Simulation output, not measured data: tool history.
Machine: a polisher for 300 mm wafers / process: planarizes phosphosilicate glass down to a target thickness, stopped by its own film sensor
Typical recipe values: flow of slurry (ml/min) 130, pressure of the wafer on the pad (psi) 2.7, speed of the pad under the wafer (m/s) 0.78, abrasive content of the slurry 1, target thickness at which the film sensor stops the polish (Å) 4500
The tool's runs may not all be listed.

run   hour  flow of slurry (ml/min)  pressure of the wafer on the pad (psi)  speed of the pad under the wafer (m/s)  abrasive content of the slurry  target thickness at which the film sensor stops the polish (Å)  incoming thickness of the incoming film, nm  time until the film sensor stopped the polish (s)
  1      0                      100                                     2.7                                    0.78                               1                                                            4500                                       1167.9                                              121.9
       5.8  -- slurry blender recalibrated
  2      7                      100                                     2.7                                    0.78                               1                                                            4500                                       1152.3                                              121.1
  3   16.8                      130                                     2.7                                    0.78                               1                                                            4500                                         1157                                              115.9
  4     30                      130                                     2.7                                    0.78                               1                                                            4500                                       1164.3                                              120.8
  5   40.7                      130                                     1.9                                    0.78                               1                                                            3220                                       1132.6                                              196.9
  6   87.2                      130                                     2.7                                    0.78                               1                                                            4500                                       1137.3                                              116.5
  7     94                      160                                     2.7                                    0.78                               1                                                            4500                                       1133.7                                              115.4
  8  106.6                      110                                     2.7                                     0.9                               1                                                            4500                                       1166.8                                              114.3
     113.3  -- conditioning disc replaced and pad reconditioned
  9    114                      110                                       2                                    0.78                             0.9                                                            3150                                       1138.8                                              204.6
 10  124.1                      165                                     3.6                                    0.78                               1                                                            4500                                       1154.4                                               88.8
     127.3  -- head pressure recalibrated
 11  136.1                      145                                     2.7                                    0.92                               1                                                            6020                                       1150.9                                               85.4
     141.9  -- worn pad replaced by a new one
 12  148.8                      130                                     3.2                                    0.78                             0.7                                                            6100                                       1155.3                                               81.6
 13  156.5                      115                                     2.7                                    0.78                               1                                                            4500                                       1151.5                                              115.9
 14  162.7                       95                                     3.5                                    0.78                               1                                                            4500                                       1152.8                                               94.1
 15  177.5                      130                                     2.7                                    0.78                               1                                                            4500                                       1152.2                                              114.9
 16  191.3                      130                                     2.7                                    0.78                               1                                                            6450                                         1140                                               83.8
 17  198.2                      110                                     2.7                                    0.68                            1.15                                                            4500                                       1145.5                                              123.8

What does the tool deliver on the next run?
 18  212.1                      130                                     2.7                                    0.56                               1                                                            4500                                       1162.7                                                  ?

{"run 18": {"time until the film sensor stopped the polish (s)": 152.9}}
Were there no unlogged condition in the tool, this run, its random variation unchanged, would have produced time until the film sensor stopped the polish (s) 143.4.
